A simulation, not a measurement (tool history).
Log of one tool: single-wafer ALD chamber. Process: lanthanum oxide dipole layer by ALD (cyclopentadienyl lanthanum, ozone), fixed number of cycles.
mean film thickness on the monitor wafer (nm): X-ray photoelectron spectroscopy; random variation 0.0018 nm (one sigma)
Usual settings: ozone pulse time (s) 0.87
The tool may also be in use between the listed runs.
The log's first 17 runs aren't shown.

run    hour  ozone pulse time (s)  wafers since the last listed run  hours since the last thermocouple change  hours since the last ozone generator service  hours since the showerhead was replaced  hours since the gauge calibration  read-back reference wafer on the same gauge, thickness_nm  mean film thickness on the monitor wafer (nm)
 18   993.2                  1.02                               526                                     748.2                                         342.3                                       60                              419.5                                                      0.474                                           0.48
 19  1055.9                  0.64                               782                                     810.9                                           405                                    122.7                              482.2                                                      0.475                                          0.338
 20    1110                  0.97                               675                                       865                                         459.1                                    176.8                              536.3                                                      0.473                                          0.467
 21    1181                  0.61                               886                                       936                                         530.1                                    247.8                              607.3                                                      0.475                                          0.319
 22  1249.2                  1.04                               851                                    1004.2                                         598.3                                      316                              675.5                                                      0.474                                          0.479
 23  1334.8                  0.87                              1068                                    1089.8                                         683.9                                    401.6                              761.1                                                      0.474                                          0.437
 24  1392.3                  0.75                               718                                    1147.3                                         741.4                                    459.1                              818.6                                                      0.474                                           0.39
 25    1562                  0.87                              2119                                      1317                                         911.1                                    628.8                              988.3                                                      0.474                                          0.434
 26  1588.2                  0.72                               327                                    1343.2                                         937.3                                      655                             1014.5                                                      0.474                                          0.372
 27  1624.2                  0.62                               449                                    1379.2                                         973.3                                      691                             1050.5                                                      0.474                                          0.319
 28  1656.4                  1.01                               402                                    1411.4                                        1005.5                                    723.2                             1082.7                                                      0.474                                          0.469
 29  1685.5                  0.63                               363                                    1440.5                                        1034.6                                    752.3                             1111.8                                                      0.474                                          0.324
 30  1750.3                  0.87                               809                                    1505.3                                        1099.4                                    817.1                             1176.6                                                      0.473                                          0.433
 31  1789.8                  1.07                               493                                    1544.8                                        1138.9                                    856.6                             1216.1                                                      0.474                                          0.477
 32  1848.5                  1.11                               732                                    1603.5                                        1197.6                                    915.3                             1274.8                                                      0.473                                          0.483
 33  1890.1                   0.6                               519                                    1645.1                                        1239.2                                    956.9                             1316.4                                                      0.473                                          0.302
     1901.4  -- ozone generator serviced
 34  1924.4                  0.76                               328                                    1679.4                                            23                                    991.2                             1350.7                                                      0.474                                          0.399

4 ways to go on from here, each from the tool as it stands after run 34. What would each give?
  A  1924.8                  0.87                                 4                                    1679.8                                          23.4                                    991.6                             1351.1                                                          ?                                              ?
  B  1924.8                  0.54                                 4                                    1679.8                                          23.4                                    991.6                             1351.1                                                          ?                                              ?
  C  1924.8                   0.7                                 4                                    1679.8                                          23.4                                    991.6                             1351.1                                                          ?                                              ?
  D  1924.8                  0.59                                 4                                    1679.8                                          23.4                                    991.6                             1351.1                                                          ?                                              ?

run  read-back reference wafer on the same gauge, thickness_nm  mean film thickness on the monitor wafer (nm)
  A                                                      0.475                                          0.442
  B                                                      0.475                                          0.271
  C                                                      0.475                                          0.375
  D                                                      0.475                                          0.309
Without the tool's hidden state the same runs would have given:
run  mean film thickness on the monitor wafer (nm)
  A                                          0.444
  B                                          0.273
  C                                          0.377
  D                                          0.311

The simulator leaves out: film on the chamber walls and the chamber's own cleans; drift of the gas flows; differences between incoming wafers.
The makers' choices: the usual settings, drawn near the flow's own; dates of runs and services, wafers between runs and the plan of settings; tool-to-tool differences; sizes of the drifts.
